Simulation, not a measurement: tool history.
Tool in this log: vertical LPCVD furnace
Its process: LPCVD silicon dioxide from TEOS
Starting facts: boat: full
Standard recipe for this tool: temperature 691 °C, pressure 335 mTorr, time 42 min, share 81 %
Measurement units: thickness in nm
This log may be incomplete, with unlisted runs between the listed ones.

run   hour  temperature  pressure  time  share  read-back reference wafer on the same gauge, thickness  thickness
  1      0          691       290  36.5     81                                                  294.51     239.67
  2   20.8          691       290  36.5     81                                                  294.93     240.53
  3   39.7          691       290  36.5     81                                                  294.47     241.45
  4     54          691       335    42     81                                                  295.58      297.9
  5   85.7          691       335    42     81                                                   295.5     299.07
     119.2  -- TEOS flow controller replaced
  6  119.7          691       335    42     91                                                  295.31     319.76
  7  151.5          691       335    42     81                                                  295.21     299.62
  8  172.2          684       400  28.5     97                                                  294.66     207.29
     270.8  -- pressure gauge zeroed
  9  271.3          691       280    42     81                                                  295.84     278.86
 10  297.7          702       375    53     81                                                  295.06     521.72
 11  322.8          699       395  48.5     69                                                   294.5     421.17
     349.6  -- thermocouples replaced and temperature profile calibrated
 12  350.1          686       335    42     81                                                  294.49     283.11
       370  -- gauge calibrated
 13  372.6          691       335    42     81                                                  294.58     320.51
 14  398.9          691       385    42     70                                                  295.66     316.49
 15  423.1          691       335    50     94                                                  295.06     408.63
 16  456.5          691       335  33.5     74                                                  295.81     242.89
 17  482.7          702       335    34     73                                                  294.52     315.92
 18  509.1          687       280  25.5     74                                                  294.95     154.96
 19  522.1          691       335    42     81                                                  295.52     318.66
 20  540.3          695       270  48.5     75                                                  295.26     350.48
 21  554.9          691       335    42     81                                                  295.16     318.16
 22  577.3          691       275    42     81                                                   295.7     285.54
 23  599.8          688       395    42     81                                                  293.99     324.13
     632.3  -- thermocouples replaced and temperature profile calibrated, repeated, since the last time left the tool worse
 24  632.8          698       300    42     81                                                  294.97     316.58
 25  648.2          691       335    31     81                                                  294.72     210.48
 26    675          691       335    52     87                                                  294.61     367.61
 27  709.6          698       335    42     81                                                  295.31     336.57
 28  739.1          686       310  50.5     71                                                  295.56      273.3
 29  772.9          691       335    42     77                                                  295.22     279.04
 30  801.1          691       335    42     87                                                  295.51     292.63

Run by run, hidden condition taken away, random variation retained:
Hidden state present: true tube temperature minus thermocouple reading, K; true pressure minus gauge reading, mTorr; deviation of the TEOS flow from its setpoint, %; gauge reads high (%).
run  thickness
  1     227.21
  2     227.86
  3     228.59
  4     281.89
  5     282.68
  6     301.88
  7     282.55
  8     195.16
  9     261.82
 10     490.07
 11     395.09
 12     250.25
 13     283.67
 14     280.11
 15     361.65
 16     214.96
 17     280.36
 18     136.99
 19     281.99
 20     310.45
 21     281.52
 22     252.64
 23     286.54
 24      314.1
 25     208.81
 26     364.69
 27     333.92
 28     271.09
 29     276.79
 30     290.26

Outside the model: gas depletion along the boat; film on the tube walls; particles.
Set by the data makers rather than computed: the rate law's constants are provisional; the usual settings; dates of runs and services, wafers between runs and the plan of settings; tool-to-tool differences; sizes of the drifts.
